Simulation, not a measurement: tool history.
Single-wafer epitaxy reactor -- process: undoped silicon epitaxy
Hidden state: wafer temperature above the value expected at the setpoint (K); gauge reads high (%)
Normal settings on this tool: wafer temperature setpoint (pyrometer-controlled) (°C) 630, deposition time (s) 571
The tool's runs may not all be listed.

run,hour,wafer temperature setpoint (pyrometer-controlled) (°C),deposition time (s),wafers since the last listed run,hours since the last pyrometer calibration,hours since the gauge calibration,"read-back reference wafer on the same gauge, thickness_nm",mean film thickness on the monitor wafer (angstrom)
1,0,630,571,0,1700.2,485.6,70.707,622.08
2,13.7,630,571,29,1713.9,499.3,70.817,625.37
3,36,630,571,48,1736.2,521.6,70.693,622.3
4,55.5,630,571,42,1755.7,541.1,70.674,619.48
5,91.2,630,571,77,1791.4,576.8,70.716,621.64
6,115.8,630,571,53,1816,601.4,70.682,623.97
7,144.5,630,571,61,1844.7,630.1,70.762,621
8,158,630,571,29,1858.2,643.6,70.74,623.15
9,189.3,630,571,67,1889.5,674.9,70.726,622.38
10,202.6,630,571,28,1902.8,688.2,70.66,621.31
11,218.5,630,571,34,1918.7,704.1,70.697,622.89
12,239.5,630,571,45,1939.7,725.1,70.701,620.5
13,272.1,618,571,70,1972.3,757.7,70.72,452.8
14,301.8,630,483,64,2002,787.4,70.682,523.6
15,320.1,630,483,39,2020.3,805.7,70.74,525.86
16,341.7,630,571,46,2041.9,827.3,70.704,623.54
17,366.3,630,571,53,2066.5,851.9,70.667,622.45
18,392.3,630,571,56,2092.5,877.9,70.755,623.05
19,405.6,633,571,28,2105.8,891.2,70.735,670.81
20,438.9,625,607,71,2139.1,924.5,70.647,582.98
21,453.7,630,571,31,2153.9,939.3,70.77,623.56
22,484.1,630,641,65,2184.3,969.7,70.628,701.16
23,500.3,630,533,34,2200.5,985.9,70.711,584.03
24,535.3,642,605,75,2235.5,1020.9,70.738,896.54
# hour 543.8: gauge calibrated
# hour 564.2: pyrometer calibrated
25,567.3,625,571,51,3.1,23.5,70.739,548.4
26,592.4,625,458,54,28.2,48.6,70.642,438.64
27,615.9,644,649,50,51.7,72.1,70.689,1004.39
28,633.5,630,571,37,69.3,89.7,70.661,623.91
29,650.9,642,605,37,86.7,107.1,70.723,893.11
30,675.9,617,667,53,111.7,132.1,70.79,518.34
31,704.6,619,519,61,140.4,160.8,70.683,425.19
32,731.1,630,470,57,166.9,187.3,70.732,512.87
33,765.7,630,571,74,201.5,221.9,70.757,625.3
34,778.8,630,571,28,214.6,235,70.689,622.35
35,803,644,480,52,238.8,259.2,70.721,749.38
36,862.3,642,649,127,298.1,318.5,70.659,968.18
37,891.5,638,571,63,327.3,347.7,70.68,760.81
38,905.5,630,571,30,341.3,361.7,70.632,623.57
39,933.8,641,497,61,369.6,390,70.612,718.04

Exercise: give the hidden state of the tool at every run:
wafer temperature above the value expected at the setpoint (K): 0 in every run
gauge reads high (%): 0 in every run
